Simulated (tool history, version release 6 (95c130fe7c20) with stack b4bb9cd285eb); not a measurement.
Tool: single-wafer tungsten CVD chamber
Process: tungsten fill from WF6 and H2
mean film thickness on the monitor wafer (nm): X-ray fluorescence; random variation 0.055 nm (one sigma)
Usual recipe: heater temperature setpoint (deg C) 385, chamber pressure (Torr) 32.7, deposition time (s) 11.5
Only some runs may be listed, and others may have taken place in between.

run     day  heater temperature setpoint (deg C)  chamber pressure (Torr)  deposition time (s)  wafers since the last listed run  hours since the last thermocouple change  hours since the last manometer calibration  hours since the showerhead was replaced  hours since the gauge calibration  read-back reference wafer on the same gauge, thickness_nm  mean film thickness on the monitor wafer (nm)
  1       0                                  375                     30.7                 11.5                                 0                                      1428                                      2344.8                                   2912.9                              494.9                                                     26.491                                         23.643
  2   1.425                                  375                     30.7                 11.5                               714                                    1462.2                                        2379                                   2947.1                              529.1                                                     26.508                                         23.578
  3   1.938                                  375                     30.7                 11.5                               256                                    1474.5                                      2391.3                                   2959.4                              541.4                                                     26.505                                          23.64
  4   3.308                                  385                     35.8                 11.5                               687                                    1507.4                                      2424.2                                   2992.3                              574.3                                                     26.503                                         30.412
  5   4.233                                  385                     35.8                 11.5                               463                                    1529.6                                      2446.4                                   3014.5                              596.5                                                     26.507                                         30.364
  6    4.95                                  385                     35.8                 11.5                               359                                    1546.8                                      2463.6                                   3031.7                              613.7                                                     26.491                                         30.441
  7   6.058                                  385                     32.7                 11.5                               555                                    1573.4                                      2490.2                                   3058.3                              640.3                                                     26.486                                         29.257
  8   7.117                                  385                     32.7                 11.5                               530                                    1598.8                                      2515.6                                   3083.7                              665.7                                                     26.501                                         29.209
  9   8.262                                  385                     32.7                 11.5                               574                                    1626.3                                      2543.1                                   3111.2                              693.2                                                     26.497                                         29.314
 10    8.95                                  385                     32.7                 11.5                               344                                    1642.8                                      2559.6                                   3127.7                              709.7                                                     26.496                                         29.287
      9.517  -- gauge calibrated
 11   9.583                                  385                     32.7                 11.5                               317                                      1658                                      2574.8                                   3142.9                                1.6                                                     26.507                                         29.375
     10.788  -- capacitance manometer re-zeroed and calibrated
 12  10.904                                  385                     32.7                 11.5                               495                                    1689.7                                         2.8                                   3174.6                               33.3                                                     26.504                                         28.268
 13  11.417                                  385                     32.7                 11.5                               256                                      1702                                        15.1                                   3186.9                               45.6                                                     26.501                                         28.221
 14  12.604                                  388                     27.4                 11.5                               595                                    1730.5                                        43.6                                   3215.4                               74.1                                                     26.502                                         27.338
     13.488  -- showerhead replaced
     13.612  -- thermocouple changed; heater temperature recalibrated
 15  13.983                                  378                     32.7                 10.3                               461                                       8.9                                        76.7                                     11.9                              107.2                                                     26.511                                         21.571
 16  15.058                                  385                     32.7                 11.5                               539                                      34.7                                       102.5                                     37.7                                133                                                       26.5                                         27.118
 17  16.504                                  373                     38.3                 12.2                               724                                      69.4                                       137.2                                     72.4                              167.7                                                     26.494                                         25.177
 18  17.942                                  385                     28.7                 11.5                               720                                     103.9                                       171.7                                    106.9                              202.2                                                     26.494                                         25.517
 19  18.667                                  371                     29.2                 10.3                               363                                     121.3                                       189.1                                    124.3                              219.6                                                      26.49                                          17.92
 20  19.725                                  385                     30.2                 11.5                               530                                     146.7                                       214.5                                    149.7                                245                                                       26.5                                         26.192
 21  20.525                                  399                     32.7                 12.2                               401                                     165.9                                       233.7                                    168.9                              264.2                                                       26.5                                         36.717
 22  21.633                                  376                       39                 11.5                               555                                     192.5                                       260.3                                    195.5                              290.8                                                     26.489                                          25.29
 23  22.775                                  385                     32.7                 12.1                               572                                     219.9                                       287.7                                    222.9                              318.2                                                     26.503                                         28.595
 24  23.546                                  370                     32.7                 12.3                               386                                     238.4                                       306.2                                    241.4                              336.7                                                     26.494                                         22.291
 25  24.212                                  385                     32.7                 11.5                               334                                     254.4                                       322.2                                    257.4                              352.7                                                     26.494                                         27.291
 26  25.062                                  385                     32.7                 13.7                               426                                     274.8                                       342.6                                    277.8                              373.1                                                     26.498                                          32.61
 27  25.583                                  385                     32.7                 11.5                               261                                     287.3                                       355.1                                    290.3                              385.6                                                     26.507                                         27.265
 28  26.188                                  400                     26.7                 11.5                               302                                     301.8                                       369.6                                    304.8                              400.1                                                     26.497                                          31.82
 29  27.562                                  377                     35.1                  9.5                               689                                     334.8                                       402.6                                    337.8                              433.1                                                     26.494                                         20.256

How the hidden state differs across the entries between the runs, from the last listed run before each to the first after it:
From run 10 to run 11: gauge calibrated (day 9.517)
  wafer temperature above the value expected at the setpoint (K): 2.08 -> 2.11; true pressure above the setpoint (%): 8.74 -> 8.79
  measured less the result without the state, mean film thickness on the monitor wafer (nm): +2.165 -> +2.195
From run 11 to run 12: capacitance manometer re-zeroed and calibrated (day 10.788)
  wafer temperature above the value expected at the setpoint (K): 2.11 -> 2.19; true pressure above the setpoint (%): 8.79 -> 0.0438
  measured less the result without the state, mean film thickness on the monitor wafer (nm): +2.195 -> +1.063
From run 14 to run 15: showerhead replaced (day 13.488); thermocouple changed; heater temperature recalibrated (day 13.612)
  wafer temperature above the value expected at the setpoint (K): 2.29 -> -0.122; true pressure above the setpoint (%): 0.177 -> 0.285
  measured less the result without the state, mean film thickness on the monitor wafer (nm): +1.083 -> -0.018
